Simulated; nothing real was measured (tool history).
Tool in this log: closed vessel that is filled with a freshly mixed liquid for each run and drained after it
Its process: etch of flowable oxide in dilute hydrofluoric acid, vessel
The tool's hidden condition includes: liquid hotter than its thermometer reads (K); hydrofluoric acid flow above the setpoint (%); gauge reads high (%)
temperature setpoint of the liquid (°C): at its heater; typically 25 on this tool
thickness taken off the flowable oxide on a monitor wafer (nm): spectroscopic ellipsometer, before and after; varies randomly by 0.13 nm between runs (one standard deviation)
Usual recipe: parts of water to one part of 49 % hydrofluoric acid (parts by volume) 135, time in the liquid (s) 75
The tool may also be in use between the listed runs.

run,hour,temperature setpoint of the liquid (°C),parts of water to one part of 49 % hydrofluoric acid (parts by volume),time in the liquid (s),wafers since the last listed run,hours since the thermometer was replaced,hours since the hydrofluoric acid flow meter was replaced,hours since the gauge calibration,"read-back film thickness of the flowable oxide reference wafer, read on the same gauge (nm)",thickness taken off the flowable oxide on a monitor wafer (nm)
1,0,25,135,75,0,823.7,854,107.6,150,15.53
2,11.1,25,135,95,1176,834.8,865.1,118.7,150.01,19.78
3,26,25,135,95,1579,849.7,880,133.6,149.99,20.11
4,42.2,25,135,95,1716,865.9,896.2,149.8,149.99,20.05
5,49.1,25,135,75,731,872.8,903.1,156.7,150,15.67
6,56.1,25,135,75,741,879.8,910.1,163.7,149.98,15.65
7,67.7,25,135,75,1229,891.4,921.7,175.3,150,15.93
8,83.8,25,135,75,1706,907.5,937.8,191.4,149.99,15.62
9,100.8,25,135,75,1801,924.5,954.8,208.4,149.99,15.73
10,107.8,25,135,45,741,931.5,961.8,215.4,149.99,9.53
11,118.6,25,135,45,1144,942.3,972.6,226.2,150.03,9.54
12,131.1,25,135,75,1324,954.8,985.1,238.7,150,15.94
13,137.4,25,135,75,667,961.1,991.4,245,150,15.94
14,149.4,25,160,75,1271,973.1,1003.4,257,150.02,13.12
# hour 161.6: hydrofluoric acid flow meter replaced
15,165.5,25,160,75,1600,989.2,3.9,273.1,150.01,12.91
16,179.3,25,160,75,1462,1003,17.7,286.9,150,12.99
17,186.2,25,135,75,731,1009.9,24.6,293.8,149.99,15.97
18,199.7,21,85,75,1430,1023.4,38.1,307.3,149.99,22.89
# hour 206.7: thermometer replaced
19,207.2,25,135,75,688,0.5,45.6,314.8,149.99,14.53
20,223.4,21,135,75,1716,16.7,61.8,331,150,12.43
21,232.9,25,135,75,1006,26.2,71.3,340.5,150.01,14.43
22,248.2,27,100,75,1621,41.5,86.6,355.8,149.98,22.25
# hour 248.4: gauge calibrated
23,264.5,25,80,65,1727,57.8,102.9,16.1,149.97,22.87
24,279.2,25,135,75,1557,72.5,117.6,30.8,150.01,14.55
25,289.6,25,135,115,1102,82.9,128,41.2,150,22.54
26,300.6,26.5,110,60,1165,93.9,139,52.2,150.02,15.86
27,307,28.5,70,75,678,100.3,145.4,58.6,150,35.31
28,315,23,160,90,847,108.3,153.4,66.6,149.99,13.22
29,321.2,23,195,55,657,114.5,159.6,72.8,150.01,6.42
30,331.4,22,135,75,1081,124.7,169.8,83,150,13.06
31,348.6,21,135,75,1822,141.9,187,100.2,150,12.62
32,359.2,29,170,75,1123,152.5,197.6,110.8,150,12.95
33,368.6,25,80,115,996,161.9,207,120.2,149.99,40.69
34,383.3,26.5,105,65,1557,176.6,221.7,134.9,150.02,18.19
35,393.5,29.5,95,110,1081,186.8,231.9,145.1,150.01,38.43

Across each entry between runs, compare the hidden state at the last listed run before it with the hidden state at the first listed run after it:
After run 14, before run 15: hydrofluoric acid flow meter replaced (hour 161.6)
  liquid hotter than its thermometer reads (K): 2.53 -> 2.57
  measured minus no-state result, thickness taken off the flowable oxide on a monitor wafer (nm): +1.17 -> +1.17
After run 18, before run 19: thermometer replaced (hour 206.7)
  liquid hotter than its thermometer reads (K): 2.66 -> 0.144
  measured minus no-state result, thickness taken off the flowable oxide on a monitor wafer (nm): +2.35 -> +0.07
After run 22, before run 23: gauge calibrated (hour 248.4)
  liquid hotter than its thermometer reads (K): 0.249 -> 0.291
  measured minus no-state result, thickness taken off the flowable oxide on a monitor wafer (nm): +0.21 -> +0.26
